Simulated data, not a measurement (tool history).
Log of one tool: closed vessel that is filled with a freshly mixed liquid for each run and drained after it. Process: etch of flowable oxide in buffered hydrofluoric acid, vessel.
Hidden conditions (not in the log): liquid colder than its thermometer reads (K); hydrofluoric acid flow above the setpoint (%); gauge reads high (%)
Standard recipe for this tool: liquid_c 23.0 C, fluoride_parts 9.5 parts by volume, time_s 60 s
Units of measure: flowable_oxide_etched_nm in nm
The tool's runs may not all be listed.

run   hour  liquid_c  fluoride_parts  time_s  wafers since the last listed run  hours since the thermometer was replaced  hours since the hydrofluoric acid flow meter was replaced  hours since the gauge calibration  read-back film thickness of the flowable oxide reference wafer, read on the same gauge (nm)  flowable_oxide_etched_nm
  1    0.0      25.0             9.5      60                                 0                                    1931.2                                                     2535.9                              123.6                                                                                       119.97                    350.41
  2   17.8      25.0             9.5      60                              1894                                    1949.0                                                     2553.7                              141.4                                                                                       119.98                    348.45
  3   38.1      23.0             9.5      60                              2160                                    1969.3                                                     2574.0                              161.7                                                                                       119.99                    313.09
  4   72.8      23.0             9.5      60                              3692                                    2004.0                                                     2608.7                              196.4                                                                                       120.02                    312.13
  5   94.6      23.0             9.5      60                              2319                                    2025.8                                                     2630.5                              218.2                                                                                       119.99                    312.47
  6  175.0      23.0             9.5      60                              8554                                    2106.2                                                     2710.9                              298.6                                                                                       119.98                    315.63
  7  193.6      23.0             9.5      60                              1979                                    2124.8                                                     2729.5                              317.2                                                                                       120.00                    311.37
     211.4  -- hydrofluoric acid flow meter replaced
  8  215.6      23.0             9.5      60                              2234                                    2146.8                                                        4.2                              339.2                                                                                       120.00                    280.36
  9  233.3      23.0             9.5      60                              1883                                    2164.5                                                       21.9                              356.9                                                                                       120.02                    279.53
 10  266.8      23.0             9.5      85                              3564                                    2198.0                                                       55.4                              390.4                                                                                       120.02                    400.46
 11  299.3      23.0             9.5      85                              3458                                    2230.5                                                       87.9                              422.9                                                                                       120.01                    394.62
     328.9  -- thermometer replaced
 12  330.9      19.0            13.0      70                              3255                                       2.0                                                      119.5                              454.5                                                                                       120.01                    218.49
 13  361.7      20.5             6.5      85                              3277                                      32.8                                                      150.3                              485.3                                                                                       120.02                    559.76

Predict the results of run 14:
 14  381.3      20.5            11.0      35                              2085                                      52.4                                                      169.9                              504.9                                                                                            ?                         ?

{"run 14": {"read-back film thickness of the flowable oxide reference wafer, read on the same gauge (nm)": 119.98, "flowable_oxide_etched_nm": 139.72}}
With no hidden state in the tool, this same run would have given flowable_oxide_etched_nm 139.38 nm.
